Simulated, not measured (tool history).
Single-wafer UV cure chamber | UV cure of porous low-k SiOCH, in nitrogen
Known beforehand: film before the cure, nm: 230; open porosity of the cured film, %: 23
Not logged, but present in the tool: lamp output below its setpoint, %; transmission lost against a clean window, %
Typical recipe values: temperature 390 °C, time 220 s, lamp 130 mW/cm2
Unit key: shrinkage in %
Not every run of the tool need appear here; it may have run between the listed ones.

| run | hour | temperature | time | lamp | wafers since the last listed run | hours since the UV bulbs were replaced | wafers since the quartz window was cleaned | shrinkage |
|---|---|---|---|---|---|---|---|---|
| 1 | 0 | 390 | 220 | 130 | 0 | 1062.7 | 896 | 12.014 |
| 2 | 48.3 | 390 | 220 | 130 | 247 | 1111 | 1144 | 12.226 |
| 3 | 101.2 | 390 | 220 | 130 | 271 | 1163.9 | 1415 | 11.866 |
| 4 | 167.2 | 382 | 220 | 141 | 338 | 1229.9 | 1754 | 11.93 |
| 5 | 225.2 | 390 | 220 | 117 | 297 | 1287.9 | 2052 | 11.06 |
| 6 | 294.3 | 390 | 220 | 117 | 354 | 1357 | 2406 | 10.879 |
| 7 | 327.7 | 390 | 220 | 117 | 171 | 1390.4 | 2578 | 10.757 |
| 8 | 395.8 | 390 | 220 | 130 | 349 | 1458.5 | 2927 | 10.825 |
|  | 415.7 | UV bulbs replaced |
| 9 | 423.7 | 390 | 220 | 130 | 102 | 8 | 3029 | 13.033 |
| 10 | 478.8 | 390 | 220 | 130 | 282 | 63.1 | 3312 | 13.109 |
| 11 | 526.5 | 390 | 220 | 130 | 244 | 110.8 | 3557 | 12.739 |
| 12 | 591.5 | 375 | 220 | 150 | 333 | 175.8 | 3891 | 12.931 |
|  | 632.7 | quartz window cleaned |
| 13 | 660.8 | 379 | 95 | 146 | 314 | 245.1 | 144 | 9.874 |
| 14 | 721.8 | 390 | 220 | 130 | 313 | 306.1 | 457 | 13.115 |
| 15 | 766 | 390 | 220 | 130 | 226 | 350.3 | 684 | 13.245 |
| 16 | 820.7 | 409 | 170 | 150 | 280 | 405 | 964 | 12.943 |
| 17 | 848.6 | 408 | 120 | 114 | 143 | 432.9 | 1108 | 9.774 |
| 18 | 894.6 | 400 | 220 | 130 | 236 | 478.9 | 1344 | 13.146 |
| 19 | 954.1 | 407 | 290 | 116 | 305 | 538.4 | 1649 | 13.633 |
| 20 | 1009.6 | 401 | 150 | 109 | 284 | 593.9 | 1934 | 10.211 |
| 21 | 1080.8 | 402 | 220 | 130 | 365 | 665.1 | 2299 | 12.568 |
| 22 | 1134.3 | 390 | 320 | 165 | 274 | 718.6 | 2574 | 15.006 |

How would selected steps in shrinkage from run to run divide? Give the signed amount a tool lacking its hidden state would still show from settings, what came in and random variation, and the signed amount left for the hidden state, including any gauge scatter that is not in both of the compared results.
Run 8 -> 9: UV bulbs replaced. shrinkage +2.208 %: hidden state +1.933, all else +0.275.
Run 12 -> 13: temperature 375 -> 379, time 220 -> 95, lamp 150 -> 146, quartz window cleaned. shrinkage -3.057 %: hidden state +0.766, all else -3.823.
Run 17 -> 18: temperature 408 -> 400, time 120 -> 220, lamp 114 -> 130. shrinkage +3.372 %: hidden state -0.197, all else +3.569.
Run 19 -> 20: temperature 407 -> 401, time 290 -> 150, lamp 116 -> 109. shrinkage -3.422 %: hidden state -0.066, all else -3.356.

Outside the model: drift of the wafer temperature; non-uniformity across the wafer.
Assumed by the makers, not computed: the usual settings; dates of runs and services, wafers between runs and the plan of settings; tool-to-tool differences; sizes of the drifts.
